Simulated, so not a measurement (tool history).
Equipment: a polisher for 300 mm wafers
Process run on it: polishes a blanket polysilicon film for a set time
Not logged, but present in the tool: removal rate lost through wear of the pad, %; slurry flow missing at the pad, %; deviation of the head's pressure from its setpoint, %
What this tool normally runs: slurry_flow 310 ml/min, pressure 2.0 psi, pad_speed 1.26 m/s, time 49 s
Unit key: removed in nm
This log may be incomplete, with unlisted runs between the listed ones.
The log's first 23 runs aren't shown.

run,hour,slurry_flow,pressure,pad_speed,time,wafers since the last listed run,wafers polished on this pad,hours since the slurry nozzle was cleaned,hours since the head pressure was calibrated,"incoming thickness of the incoming film, nm",removed
24,299.1,310,2.0,1.26,55,189,204,181.1,46.7,1545.3,448.1
25,308.9,310,2.3,1.26,44,111,315,190.9,56.5,1545.2,395.5
26,316.4,310,2.0,1.26,49,85,401,198.4,64.0,1530.6,394.2
27,324.2,310,2.4,1.26,60,88,490,206.2,71.8,1502.7,566.4
28,330.4,310,2.0,1.26,41,70,561,212.4,78.0,1510.3,335.8
29,337.7,310,2.0,1.26,49,83,644,219.7,85.3,1514.5,398.6
30,355.2,310,1.4,1.40,55,199,843,237.2,102.8,1537.5,381.8
31,371.7,310,2.0,1.26,49,188,1032,253.7,119.3,1507.0,390.2
32,389.4,395,2.0,1.58,49,201,1233,271.4,137.0,1522.3,492.3

Predict each of these 4 candidate next runs independently; none follows another, all start after run 32:
A,389.8,310,2.0,1.26,49,4,1238,271.8,137.4,1516.7,?
B,389.8,415,2.0,0.94,33,4,1238,271.8,137.4,1516.7,?
C,389.8,410,2.5,1.70,44,4,1238,271.8,137.4,1516.7,?
D,389.8,340,2.0,1.26,38,4,1238,271.8,137.4,1516.7,?

run,removed
A,385.8
B,199.0
C,571.1
D,301.7
With no hidden state in the tool, these same runs would have given:
run,removed
A,392.0
B,202.2
C,580.2
D,306.5

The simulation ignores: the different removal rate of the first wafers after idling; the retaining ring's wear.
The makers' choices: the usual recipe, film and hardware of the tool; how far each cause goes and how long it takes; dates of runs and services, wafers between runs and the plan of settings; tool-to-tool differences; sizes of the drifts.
